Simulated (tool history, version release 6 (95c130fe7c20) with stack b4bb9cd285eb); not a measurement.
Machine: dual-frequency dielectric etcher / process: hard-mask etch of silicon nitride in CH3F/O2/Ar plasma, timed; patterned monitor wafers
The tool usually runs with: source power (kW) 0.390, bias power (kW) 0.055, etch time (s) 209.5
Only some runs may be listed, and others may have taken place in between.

run,hour,source power (kW),bias power (kW),etch time (s),"read-back reference wafer on the same gauge, depth_nm",mean etch depth across the wafer (angstrom)
1,0.0,0.390,0.055,209.5,126.9,1263
2,33.0,0.390,0.055,209.5,127.1,1244
3,95.0,0.390,0.055,209.5,127.2,1245
4,169.9,0.390,0.055,171.0,126.9,1014
# hour 179.3: bias power generator calibrated
5,189.2,0.390,0.055,171.0,127.0,1003
6,202.1,0.390,0.055,171.0,126.9,1007
7,223.2,0.410,0.055,209.5,126.8,1249
# hour 261.0: upper electrode replaced
8,261.5,0.390,0.055,209.5,127.1,1231
# hour 269.6: gauge calibrated
9,280.9,0.390,0.055,209.5,127.0,1225
# hour 357.2: source power generator calibrated
10,378.8,0.390,0.043,209.5,127.0,1167
11,393.7,0.420,0.062,161.5,126.8,973
# hour 462.1: wet clean of the chamber
12,463.2,0.450,0.067,155.0,126.9,1021
13,475.9,0.390,0.055,209.5,126.8,1274
14,495.5,0.390,0.055,181.5,126.9,1103
15,508.9,0.390,0.055,209.5,126.8,1269
16,536.6,0.320,0.055,267.0,127.1,1516
17,553.7,0.330,0.055,209.5,127.0,1201
18,569.6,0.320,0.049,184.5,127.0,1022
19,596.1,0.390,0.055,209.5,126.8,1264

Below are 4 alternative next runs, each starting from the tool's condition after run 19. Predict each:
A,596.6,0.390,0.055,209.5,?,?
B,596.6,0.420,0.059,165.0,?,?
C,596.6,0.360,0.041,188.5,?,?
D,596.6,0.340,0.067,149.5,?,?

run,"read-back reference wafer on the same gauge, depth_nm",mean etch depth across the wafer (angstrom)
A,126.8,1248
B,126.8,1019
C,126.8,1042
D,126.8,889
With no hidden state in the tool, these same runs would have given:
run,mean etch depth across the wafer (angstrom)
A,1269
B,1036
C,1059
D,904
